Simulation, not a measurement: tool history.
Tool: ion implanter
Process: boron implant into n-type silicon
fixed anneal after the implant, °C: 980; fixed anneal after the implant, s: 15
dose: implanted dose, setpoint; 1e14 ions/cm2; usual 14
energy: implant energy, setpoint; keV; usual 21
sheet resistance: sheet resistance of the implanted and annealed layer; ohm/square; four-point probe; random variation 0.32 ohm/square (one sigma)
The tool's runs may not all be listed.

run	hour	dose	energy	wafers since the last listed run	hours since the last dose calibration	hours since the extraction supply was calibrated	hours since the gauge calibration	read-back reference wafer on the same gauge, sheet resistance	sheet resistance
1	0	14	19	0	1140.2	2355.7	128.6	114.08	111.82
2	35.1	14	19	768	1175.3	2390.8	163.7	113.92	111.68
3	65.3	14	19	661	1205.5	2421	193.9	114.08	111.37
4	104	14	21	847	1244.2	2459.7	232.6	114.09	109.39
5	167.4	14	21	1387	1307.6	2523.1	296	114.03	109.85
6	248.8	14	21	1781	1389	2604.5	377.4	114.13	110.11
7	319.6	14	21	1549	1459.8	2675.3	448.2	114.05	110.36
8	396.7	14	21	1687	1536.9	2752.4	525.3	114.04	110.63
9	453.8	14	26.5	1249	1594	2809.5	582.4	113.98	106.84
# hour 500.7: gauge calibrated
10	525.7	11.68	17	1573	1665.9	2881.4	25	114.03	128.6
11	568.4	14	21	934	1708.6	2924.1	67.7	113.87	111.31
# hour 586.6: extraction supply calibrated
# hour 633.8: Faraday cup replaced and dose calibrated
12	636.5	16.54	24	1140	2.7	49.9	135.8	114.08	95.96
13	692.2	14	21	1219	58.4	105.6	191.5	114.04	109.15
14	750	12.9	27.5	1265	116.2	163.4	249.3	114.08	111.63
15	815.9	17.41	15.5	1442	182.1	229.3	315.2	113.91	104.29
16	864.5	17.69	23	1063	230.7	277.9	363.8	114.15	93.74
17	934.7	14	21	1536	300.9	348.1	434	114.02	108.7
18	961.4	10.87	21	584	327.6	374.8	460.7	114.09	129.47
19	1010	15.88	23	1063	376.2	423.4	509.3	113.96	100.32

Hidden state at the last listed run before each entry between runs and at the first one after, where it differs:
Between runs 9 and 10: gauge calibrated (hour 500.7)
  deviation of the true dose from the Faraday cup's reading, %: -2.61 -> -2.89
  measured less the result without the state, sheet resistance: +1.87 -> +2.43 ohm/square
Between runs 11 and 12: extraction supply calibrated (hour 586.6); Faraday cup replaced and dose calibrated (hour 633.8)
  deviation of the true dose from the Faraday cup's reading, %: -3.07 -> -0.576
  measured less the result without the state, sheet resistance: +2.15 -> +0.33 ohm/square

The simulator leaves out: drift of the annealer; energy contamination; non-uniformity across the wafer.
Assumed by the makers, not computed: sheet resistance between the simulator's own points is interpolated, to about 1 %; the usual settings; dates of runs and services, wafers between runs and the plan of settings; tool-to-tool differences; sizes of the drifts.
